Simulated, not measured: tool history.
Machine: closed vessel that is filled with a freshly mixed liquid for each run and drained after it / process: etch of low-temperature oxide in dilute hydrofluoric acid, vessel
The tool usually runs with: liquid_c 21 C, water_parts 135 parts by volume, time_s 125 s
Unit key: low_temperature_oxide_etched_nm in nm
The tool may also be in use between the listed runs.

run,hour,liquid_c,water_parts,time_s,wafers since the last listed run,hours since the thermometer was replaced,hours since the hydrofluoric acid flow meter was replaced,hours since the gauge calibration,"read-back film thickness of the low-temperature oxide reference wafer, read on the same gauge (nm)",low_temperature_oxide_etched_nm
1,0,21,135,125,0,368.6,543.6,373.8,98.42,9.14
2,17.6,21,85,125,1823,386.2,561.2,391.4,98.34,15.48
3,43.9,21,85,125,2725,412.5,587.5,417.7,98.23,15.51
# hour 55.7: gauge calibrated
4,72.8,21,135,65,2994,441.4,616.4,17.1,99.93,4.86
5,90.5,21,135,65,1834,459.1,634.1,34.8,99.87,4.87
6,126.1,21,135,65,3689,494.7,669.7,70.4,99.7,4.87
7,160.3,21,160,125,3543,528.9,703.9,104.6,99.55,7.66
8,181.8,21,160,125,2227,550.4,725.4,126.1,99.5,7.63
9,200.5,24,135,125,1937,569.1,744.1,144.8,99.41,10.42
10,229.6,17,105,125,3015,598.2,773.2,173.9,99.31,10.5
11,261.1,21,135,125,3264,629.7,804.7,205.4,99.17,9.23
12,286.3,21,95,105,2611,654.9,829.9,230.6,99.1,11.66
13,309.9,21,95,105,2445,678.5,853.5,254.2,98.97,11.57
# hour 321: thermometer replaced
14,330.7,21,155,160,2051,9.7,874.3,275,98.9,10.06
15,345.7,21,155,160,1554,24.7,889.3,290,98.8,10.13
16,360.9,22.5,95,185,1575,39.9,904.5,305.2,98.79,21.7
17,388.8,17,115,155,2891,67.8,932.4,333.1,98.66,11.76
# hour 415.1: gauge calibrated
18,418.7,21,135,125,3098,97.7,962.3,3.6,100.19,9.33
# hour 435.4: hydrofluoric acid flow meter replaced
19,448.3,21,135,125,2963,127.3,12.9,33.2,100.08,9.47
20,477.6,19.5,170,125,3036,156.6,42.2,62.5,99.95,6.75
21,502.5,19.5,135,125,2580,181.5,67.1,87.4,99.86,8.81
22,526.6,24,160,50,2497,205.6,91.2,111.5,99.75,3.43
23,562.1,21,135,125,3678,241.1,126.7,147,99.63,9.32
24,574.7,18.5,200,170,1305,253.7,139.3,159.6,99.55,7.26
25,599.3,25.5,105,60,2549,278.3,163.9,184.2,99.48,7.11
26,629.8,25,200,165,3160,308.8,194.4,214.7,99.34,9.03
27,656.9,21,135,195,2808,335.9,221.5,241.8,99.24,14.57
28,672.4,21,135,125,1606,351.4,237,257.3,99.17,9.28
29,706.1,21,135,100,3492,385.1,270.7,291,99.03,7.42
30,750.1,21,115,80,4559,429.1,314.7,335,98.86,7.1
# hour 766.7: gauge calibrated
31,772.9,21,80,180,2362,451.9,337.5,6.2,99.99,24.12

Across each entry between runs, compare the hidden state at the last listed run before it with the hidden state at the first listed run after it:
Between runs 3 and 4: gauge calibrated (hour 55.7)
  gauge reads high (%): -1.76 -> -0.0764
  measured less the result without the state, low_temperature_oxide_etched_nm: -0.27 -> +0 nm
Between runs 13 and 14: thermometer replaced (hour 321)
  gauge reads high (%): -1.02 -> -1.11
  measured less the result without the state, low_temperature_oxide_etched_nm: -0.12 -> -0.12 nm
Between runs 17 and 18: gauge calibrated (hour 415.1)
  gauge reads high (%): -1.34 -> 0.189
  measured less the result without the state, low_temperature_oxide_etched_nm: -0.16 -> +0.02 nm
Between runs 18 and 19: hydrofluoric acid flow meter replaced (hour 435.4)
  gauge reads high (%): 0.189 -> 0.0707
  measured less the result without the state, low_temperature_oxide_etched_nm: +0.02 -> +0.01 nm
Between runs 30 and 31: gauge calibrated (hour 766.7)
  gauge reads high (%): -1.14 -> -0.0276
  measured less the result without the state, low_temperature_oxide_etched_nm: -0.09 -> -0.01 nm
